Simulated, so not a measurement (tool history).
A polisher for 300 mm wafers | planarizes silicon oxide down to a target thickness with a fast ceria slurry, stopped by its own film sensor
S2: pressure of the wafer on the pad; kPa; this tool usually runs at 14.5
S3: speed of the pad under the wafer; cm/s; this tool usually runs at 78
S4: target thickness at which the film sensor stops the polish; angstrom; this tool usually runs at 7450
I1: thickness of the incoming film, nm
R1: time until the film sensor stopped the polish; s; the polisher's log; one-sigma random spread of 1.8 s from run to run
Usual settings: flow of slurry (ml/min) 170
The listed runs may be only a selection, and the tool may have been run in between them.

{"run": 1, "day": 0.0, "flow of slurry (ml/min)": 190, "S2": 14.5, "S3": 78, "S4": 7450, "I1": 1704.1, "R1": 92.2}
{"run": 2, "day": 1.812, "flow of slurry (ml/min)": 170, "S2": 14.5, "S3": 72, "S4": 7450, "I1": 1718.4, "R1": 107.1}
{"run": 3, "day": 2.908, "flow of slurry (ml/min)": 170, "S2": 14.5, "S3": 72, "S4": 7450, "I1": 1698.3, "R1": 106.3}
{"day": 4.021, "done": "worn pad replaced by a new one"}
{"run": 4, "day": 4.625, "flow of slurry (ml/min)": 170, "S2": 14.5, "S3": 88, "S4": 7450, "I1": 1717.1, "R1": 91.6}
{"day": 5.908, "done": "slurry nozzle cleaned"}
{"run": 5, "day": 7.012, "flow of slurry (ml/min)": 170, "S2": 14.5, "S3": 88, "S4": 7450, "I1": 1723.8, "R1": 90.4}
{"run": 6, "day": 8.8, "flow of slurry (ml/min)": 170, "S2": 14.5, "S3": 88, "S4": 7450, "I1": 1717.5, "R1": 92.8}
{"run": 7, "day": 10.038, "flow of slurry (ml/min)": 170, "S2": 14.5, "S3": 78, "S4": 7450, "I1": 1683.6, "R1": 95}
{"day": 11.108, "done": "worn pad replaced by a new one"}
{"run": 8, "day": 13.017, "flow of slurry (ml/min)": 170, "S2": 14.5, "S3": 78, "S4": 7450, "I1": 1695.4, "R1": 98.9}
{"run": 9, "day": 15.742, "flow of slurry (ml/min)": 195, "S2": 18.6, "S3": 58, "S4": 4850, "I1": 1693.3, "R1": 116.9}
{"day": 16.829, "done": "slurry nozzle cleaned"}
{"day": 17.062, "done": "worn pad replaced by a new one"}
{"run": 10, "day": 18.033, "flow of slurry (ml/min)": 170, "S2": 10.3, "S3": 78, "S4": 7450, "I1": 1696.5, "R1": 130.2}
{"day": 20.45, "done": "head pressure recalibrated"}
{"run": 11, "day": 20.658, "flow of slurry (ml/min)": 170, "S2": 11, "S3": 98, "S4": 7450, "I1": 1682.3, "R1": 106.6}
{"run": 12, "day": 22.171, "flow of slurry (ml/min)": 190, "S2": 17.2, "S3": 78, "S4": 7450, "I1": 1675.7, "R1": 76.7}
{"run": 13, "day": 24.104, "flow of slurry (ml/min)": 170, "S2": 14.5, "S3": 78, "S4": 7450, "I1": 1671.9, "R1": 90.9}
{"day": 24.496, "done": "worn pad replaced by a new one"}
{"run": 14, "day": 26.9, "flow of slurry (ml/min)": 140, "S2": 17.9, "S3": 78, "S4": 4480, "I1": 1719.8, "R1": 115.3}
{"day": 27.946, "done": "slurry nozzle cleaned"}
{"run": 15, "day": 29.725, "flow of slurry (ml/min)": 170, "S2": 14.5, "S3": 78, "S4": 7450, "I1": 1707.4, "R1": 92.8}
{"day": 30.562, "done": "worn pad replaced by a new one"}
{"run": 16, "day": 31.612, "flow of slurry (ml/min)": 170, "S2": 15.9, "S3": 96, "S4": 5970, "I1": 1699.9, "R1": 89.7}
{"run": 17, "day": 33.154, "flow of slurry (ml/min)": 170, "S2": 18.6, "S3": 100, "S4": 7450, "I1": 1686.3, "R1": 62.5}

Forecast each of these 5 alternatives for the next run:
{"run": "A", "day": 33.175, "flow of slurry (ml/min)": 170, "S2": 14.5, "S3": 78, "S4": 7450, "I1": 1701.3, "R1": "?"}
{"run": "B", "day": 33.175, "flow of slurry (ml/min)": 215, "S2": 15.9, "S3": 68, "S4": 7450, "I1": 1701.3, "R1": "?"}
{"run": "C", "day": 33.175, "flow of slurry (ml/min)": 170, "S2": 13.1, "S3": 78, "S4": 7450, "I1": 1701.3, "R1": "?"}
{"run": "D", "day": 33.175, "flow of slurry (ml/min)": 130, "S2": 14.5, "S3": 78, "S4": 7450, "I1": 1701.3, "R1": "?"}
{"run": "E", "day": 33.175, "flow of slurry (ml/min)": 115, "S2": 14.5, "S3": 96, "S4": 5710, "I1": 1701.3, "R1": "?"}

run=A R1=95.5
run=B R1=91
run=C R1=105.5
run=D R1=100.4
run=E R1=107
The same runs, with their run-to-run variation unchanged, on a tool lacking any hidden condition would have given:
run=A R1=91.3
run=B R1=87.7
run=C R1=101
run=D R1=95.1
run=E R1=100.8
